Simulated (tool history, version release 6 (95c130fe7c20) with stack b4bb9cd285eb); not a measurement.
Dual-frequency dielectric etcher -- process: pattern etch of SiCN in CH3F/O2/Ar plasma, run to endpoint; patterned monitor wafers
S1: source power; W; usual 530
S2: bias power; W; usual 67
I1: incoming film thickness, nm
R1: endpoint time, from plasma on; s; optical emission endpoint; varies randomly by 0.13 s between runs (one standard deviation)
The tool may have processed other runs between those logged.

run,hour,S1,S2,I1,R1
1,0,530,64,7.75,19.4
2,26.4,530,67,7.71,18.8
3,55.6,530,67,7.68,18.6
4,68.4,530,67,7.72,19.1
5,97.1,530,77,7.68,17.7
6,131.4,530,77,7.7,17.8
7,160.7,490,67,7.7,19.6
8,173.9,490,67,7.66,19.2
9,203.5,530,78,7.68,17.9
10,237.5,530,67,7.66,19
11,281.6,530,67,7.73,19.5
12,310.3,530,67,7.73,19.8
13,345.3,530,67,7.66,18.5
14,413.9,530,67,7.73,18.7
15,496.7,570,75,7.72,18
16,531.2,530,73,7.74,18.7
17,547.2,610,50,7.63,20.7
18,570.2,600,77,7.66,17.4
19,604.5,530,79,7.77,18.1
20,626.1,430,67,7.69,20.1
21,656.2,530,77,7.72,18.5
22,672.6,530,67,7.78,19.7
23,775.3,420,79,7.66,18.3
24,814.4,530,67,7.69,18.8
25,830.8,610,67,7.69,18.3
26,849,480,77,7.67,18.5
27,879.6,600,59,7.74,19.8
28,897.2,470,61,7.68,20.2
29,923.9,530,67,7.84,19.9

Missing from the log above: 5 entries noted between runs. For each, name the pair of listed runs it sits between and say how the tool's hidden condition differs from the listed run just before to the listed run just after:
Run 11 -> run 12: bias power generator calibrated (hour 290.6); source power generator calibrated (hour 300.8)
  etch rate over this chamber's usual, %: -4.65 -> -5.06
  measured value less the no-hidden-state value, R1: +0.9 -> +1 s
Run 12 -> run 13: wet clean of the chamber (hour 344.1)
  etch rate over this chamber's usual, %: -5.06 -> -0.511
  measured value less the no-hidden-state value, R1: +1 -> +0.1 s
Run 15 -> run 16: upper electrode replaced (hour 530.7)
  etch rate over this chamber's usual, %: -2.7 -> -3.19
  measured value less the no-hidden-state value, R1: +0.5 -> +0.6 s
Run 22 -> run 23: wet clean of the chamber (hour 697.4)
  etch rate over this chamber's usual, %: -5.24 -> -1.66
  measured value less the no-hidden-state value, R1: +1 -> +0.3 s
